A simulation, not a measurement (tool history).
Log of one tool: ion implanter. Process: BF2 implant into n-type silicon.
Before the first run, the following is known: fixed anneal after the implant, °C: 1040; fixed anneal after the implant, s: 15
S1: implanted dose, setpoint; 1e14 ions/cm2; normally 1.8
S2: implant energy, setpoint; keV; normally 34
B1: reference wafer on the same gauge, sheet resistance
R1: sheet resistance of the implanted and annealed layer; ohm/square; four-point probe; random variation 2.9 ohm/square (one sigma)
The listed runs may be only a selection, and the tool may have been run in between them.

Run 1, hour 0: usual settings; B1 540.2. Result: R1 561.39 ohm/square.
Run 2, hour 26.4: usual settings; B1 540.18. Result: R1 567.45 ohm/square.
At hour 139.9: Faraday cup replaced and dose calibrated.
Run 3, hour 160.2: usual settings; B1 541.32. Result: R1 565.74 ohm/square.
Run 4, hour 186.9: usual settings but S1 1.68 1e14 ions/cm2; B1 542.25. Result: R1 599.35 ohm/square.
Run 5, hour 251.5: usual settings but S1 1.68 1e14 ions/cm2; B1 543.69. Result: R1 599.48 ohm/square.
Run 6, hour 286.8: usual settings; B1 543.51. Result: R1 565.09 ohm/square.
Run 7, hour 351.8: usual settings; B1 543.86. Result: R1 566.07 ohm/square.
Run 8, hour 380.9: usual settings; B1 546.03. Result: R1 568.46 ohm/square.
Run 9, hour 547.5: usual settings; B1 547.09. Result: R1 571.92 ohm/square.
At hour 576.4: extraction supply calibrated.
Run 10, hour 593: usual settings but S1 1.48 1e14 ions/cm2; B1 548.76. Result: R1 681.14 ohm/square.
Run 11, hour 617.9: usual settings but S1 1.48 1e14 ions/cm2; B1 548.16. Result: R1 670.29 ohm/square.
At hour 651.1: gauge calibrated.
At hour 698.3: Faraday cup replaced and dose calibrated.
Run 12, hour 792.5: usual settings; B1 535.11. Result: R1 559.23 ohm/square.
Run 13, hour 822.4: usual settings but S1 1.47 1e14 ions/cm2, S2 23.5 keV; B1 535.54. Result: R1 694.35 ohm/square.
Run 14, hour 958.4: usual settings but S1 1.59 1e14 ions/cm2, S2 42 keV; B1 536.82. Result: R1 601.56 ohm/square.
Run 15, hour 1023: usual settings; B1 536.98. Result: R1 563.43 ohm/square.
Run 16, hour 1089.2: usual settings but S1 1.63 1e14 ions/cm2, S2 28 keV; B1 537.03. Result: R1 623 ohm/square.
Run 17, hour 1126.9: usual settings; B1 537.51. Result: R1 560.61 ohm/square.
At hour 1153.9: Faraday cup replaced and dose calibrated.
Run 18, hour 1171.8: usual settings but S1 1.48 1e14 ions/cm2; B1 538.17. Result: R1 659.96 ohm/square.
Run 19, hour 1229.4: usual settings; B1 539.39. Result: R1 562.07 ohm/square.
Run 20, hour 1283.1: usual settings but S1 1.59 1e14 ions/cm2; B1 538.58. Result: R1 628.7 ohm/square.
Run 21, hour 1332.3: usual settings but S1 1.53 1e14 ions/cm2, S2 23 keV; B1 539.48. Result: R1 677.79 ohm/square.
Run 22, hour 1397.6: usual settings but S1 1.68 1e14 ions/cm2; B1 539.91. Result: R1 594.58 ohm/square.
Run 23, hour 1433.3: usual settings but S2 26 keV; B1 540.62. Result: R1 585.33 ohm/square.
Run 24, hour 1481.7: usual settings but S2 25 keV; B1 540.56. Result: R1 585.02 ohm/square.

Each row is a separate what-if for the run after 24, all from the same tool condition, not one after another. Results?
Run A, hour 1482.1: usual settings; B1 ?. Result: R1 ?.
Run B, hour 1482.1: usual settings but S1 2.12 1e14 ions/cm2, S2 45 keV; B1 ?. Result: R1 ?.
Run C, hour 1482.1: usual settings but S1 2.12 1e14 ions/cm2, S2 31 keV; B1 ?. Result: R1 ?.
Run D, hour 1482.1: usual settings but S2 25.5 keV; B1 ?. Result: R1 ?.
Run E, hour 1482.1: usual settings but S1 2.19 1e14 ions/cm2, S2 30.5 keV; B1 ?. Result: R1 ?.

run      B1      R1
  A  542.65  565.93
  B  542.65  478.07
  C  542.65  499.62
  D  542.65  585.53
  E  542.65  487.17
With no hidden state in the tool, these same runs would have given:
run      R1
  A   560.2
  B  473.23
  C  494.56
  D  579.61
  E  482.24

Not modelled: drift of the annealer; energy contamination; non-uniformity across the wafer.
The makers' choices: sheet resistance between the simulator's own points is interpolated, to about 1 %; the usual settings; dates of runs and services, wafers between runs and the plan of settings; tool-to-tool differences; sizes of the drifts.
